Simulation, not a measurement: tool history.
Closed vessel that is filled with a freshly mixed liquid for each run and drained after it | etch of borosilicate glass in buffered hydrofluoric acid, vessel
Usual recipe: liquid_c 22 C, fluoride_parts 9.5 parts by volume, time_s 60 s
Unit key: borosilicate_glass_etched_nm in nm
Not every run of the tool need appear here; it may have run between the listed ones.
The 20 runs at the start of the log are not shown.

run   hour  liquid_c  fluoride_parts  time_s  wafers since the last listed run  hours since the thermometer was replaced  hours since the hydrofluoric acid flow meter was replaced  hours since the gauge calibration  read-back film thickness of the borosilicate glass reference wafer, read on the same gauge (nm)  borosilicate_glass_etched_nm
 21  227.1      19.5               8      45                              1164                                      97.6                                                      148.7                              215.9                                                                                           119.99                         58.21
 22  234.4        26               7      85                               499                                     104.9                                                        156                              223.2                                                                                           120.03                        178.57
 23  245.4        22             9.5      35                               753                                     115.9                                                        167                              234.2                                                                                           120.01                         44.29
 24  254.2        18               6      85                               602                                     124.7                                                      175.8                                243                                                                                           119.99                         133.5
 25  260.7        22             7.5      60                               445                                     131.2                                                      182.3                              249.5                                                                                           119.99                         97.44
 26  274.6      18.5            13.5      85                               952                                     145.1                                                      196.2                              263.4                                                                                              120                         64.07
 27  283.9      24.5            10.5      45                               636                                     154.4                                                      205.5                              272.7                                                                                           120.01                         60.42
 28  298.6        22             9.5      60                              1006                                     169.1                                                      220.2                              287.4                                                                                           119.99                         76.56
 29  309.2      18.5            13.5      85                               725                                     179.7                                                      230.8                                298                                                                                           119.99                         63.72
 30    325        22             9.5      60                              1082                                     195.5                                                      246.6                              313.8                                                                                              120                         76.05
 31  333.7        22             9.5      60                               595                                     204.2                                                      255.3                              322.5                                                                                           120.03                         76.41
 32  350.1      19.5             9.5      60                              1123                                     220.6                                                      271.7                              338.9                                                                                           119.98                         67.44
 33  364.7      24.5               7      70                               999                                     235.2                                                      286.3                              353.5                                                                                              120                        139.56
 34  374.2        22             9.5      30                               650                                     244.7                                                      295.8                                363                                                                                           119.99                         38.88

Predict each of these 3 candidate next runs independently; none follows another, all start after run 34:
  A  374.9        22             9.5      60                                47                                     245.4                                                      296.5                              363.7                                                                                                ?                             ?
  B  374.9        25              12      70                                47                                     245.4                                                      296.5                              363.7                                                                                                ?                             ?
  C  374.9        26            10.5      30                                47                                     245.4                                                      296.5                              363.7                                                                                                ?                             ?

run  read-back film thickness of the borosilicate glass reference wafer, read on the same gauge (nm)  borosilicate_glass_etched_nm
  A                                                                                              120                         77.25
  B                                                                                              120                         85.48
  C                                                                                              120                         44.05
Take away the tool's hidden state, keep each run's random variation, and the runs would have read:
run  borosilicate_glass_etched_nm
  A                         73.15
  B                         81.02
  C                         41.77
